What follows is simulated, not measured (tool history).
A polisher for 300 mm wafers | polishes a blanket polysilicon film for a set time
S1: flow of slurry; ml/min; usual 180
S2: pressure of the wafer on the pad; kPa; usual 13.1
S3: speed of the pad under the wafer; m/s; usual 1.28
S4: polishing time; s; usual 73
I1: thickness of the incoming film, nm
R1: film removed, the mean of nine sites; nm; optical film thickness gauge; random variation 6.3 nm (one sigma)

run 1 hour=0.0 | S1=180 S2=13.1 S3=1.60 S4=73 | I1=1504.1 | R1=725.6
run 2 hour=66.6 | S1=180 S2=13.1 S3=1.60 S4=73 | I1=1524.3 | R1=730.2
run 3 hour=104.3 | S1=180 S2=13.1 S3=1.28 S4=79 | I1=1495.7 | R1=629.3
run 4 hour=171.5 | S1=180 S2=13.1 S3=1.28 S4=83 | I1=1474.7 | R1=656.2
run 5 hour=219.7 | S1=180 S2=13.1 S3=1.28 S4=83 | I1=1501.1 | R1=662.1
run 6 hour=245.1 | S1=180 S2=13.1 S3=1.28 S4=83 | I1=1506.1 | R1=651.0
run 7 hour=292.5 | S1=145 S2=13.1 S3=1.06 S4=73 | I1=1517.3 | R1=457.5
run 8 hour=355.7 | S1=145 S2=13.1 S3=1.06 S4=73 | I1=1501.6 | R1=464.1
run 9 hour=382.3 | S1=180 S2=9.7 S3=1.28 S4=73 | I1=1489.6 | R1=423.9
run 10 hour=420.0 | S1=180 S2=9.7 S3=1.28 S4=73 | I1=1501.9 | R1=424.1
run 11 hour=455.0 | S1=180 S2=13.1 S3=1.28 S4=73 | I1=1495.9 | R1=578.1
run 12 hour=496.4 | S1=180 S2=13.1 S3=1.28 S4=73 | I1=1508.3 | R1=583.6
run 13 hour=537.1 | S1=180 S2=13.1 S3=1.28 S4=73 | I1=1499.7 | R1=588.2
run 14 hour=573.4 | S1=180 S2=13.1 S3=1.42 S4=61 | I1=1511.3 | R1=539.8
run 15 hour=643.6 | S1=245 S2=10.3 S3=1.44 S4=73 | I1=1493.1 | R1=533.5
run 16 hour=679.5 | S1=225 S2=13.1 S3=1.08 S4=73 | I1=1508.0 | R1=511.1
run 17 hour=712.5 | S1=210 S2=8.3 S3=1.28 S4=73 | I1=1478.9 | R1=370.3
run 18 hour=751.1 | S1=180 S2=13.1 S3=1.28 S4=73 | I1=1490.4 | R1=584.5
run 19 hour=778.8 | S1=180 S2=9.7 S3=1.28 S4=51 | I1=1511.1 | R1=303.1
run 20 hour=811.6 | S1=180 S2=13.1 S3=1.28 S4=73 | I1=1494.7 | R1=583.9
run 21 hour=847.0 | S1=180 S2=13.1 S3=1.56 S4=94 | I1=1498.4 | R1=915.3
run 22 hour=883.0 | S1=120 S2=10.3 S3=1.28 S4=81 | I1=1465.2 | R1=478.7
run 23 hour=944.1 | S1=180 S2=13.1 S3=0.90 S4=73 | I1=1512.6 | R1=415.5
run 24 hour=994.4 | S1=180 S2=16.5 S3=1.48 S4=73 | I1=1491.1 | R1=867.5
run 25 hour=1030.5 | S1=180 S2=13.1 S3=1.28 S4=73 | I1=1500.8 | R1=585.8
run 26 hour=1085.7 | S1=145 S2=13.1 S3=1.06 S4=73 | I1=1504.6 | R1=462.5
run 27 hour=1152.6 | S1=180 S2=13.1 S3=1.28 S4=73 | I1=1508.0 | R1=578.9

Not shown: 11 entries that the log had between the listed runs. Between which runs, and how does the tool's hidden state differ before and after?
Between runs 1 and 2: head pressure recalibrated (hour 31.0); worn pad replaced by a new one (hour 31.7)
  no hidden state differs between the two runs
Between runs 3 and 4: slurry nozzle cleaned (hour 166.7)
  no hidden state differs between the two runs
Between runs 6 and 7: worn pad replaced by a new one (hour 264.3)
  no hidden state differs between the two runs
Between runs 10 and 11: slurry nozzle cleaned (hour 425.4)
  no hidden state differs between the two runs
Between runs 12 and 13: worn pad replaced by a new one (hour 519.0)
  no hidden state differs between the two runs
Between runs 15 and 16: slurry nozzle cleaned (hour 671.8)
  no hidden state differs between the two runs
Between runs 19 and 20: worn pad replaced by a new one (hour 782.9); head pressure recalibrated (hour 788.0)
  no hidden state differs between the two runs
Between runs 22 and 23: slurry nozzle cleaned (hour 915.6)
  no hidden state differs between the two runs
Between runs 23 and 24: worn pad replaced by a new one (hour 989.0)
  no hidden state differs between the two runs
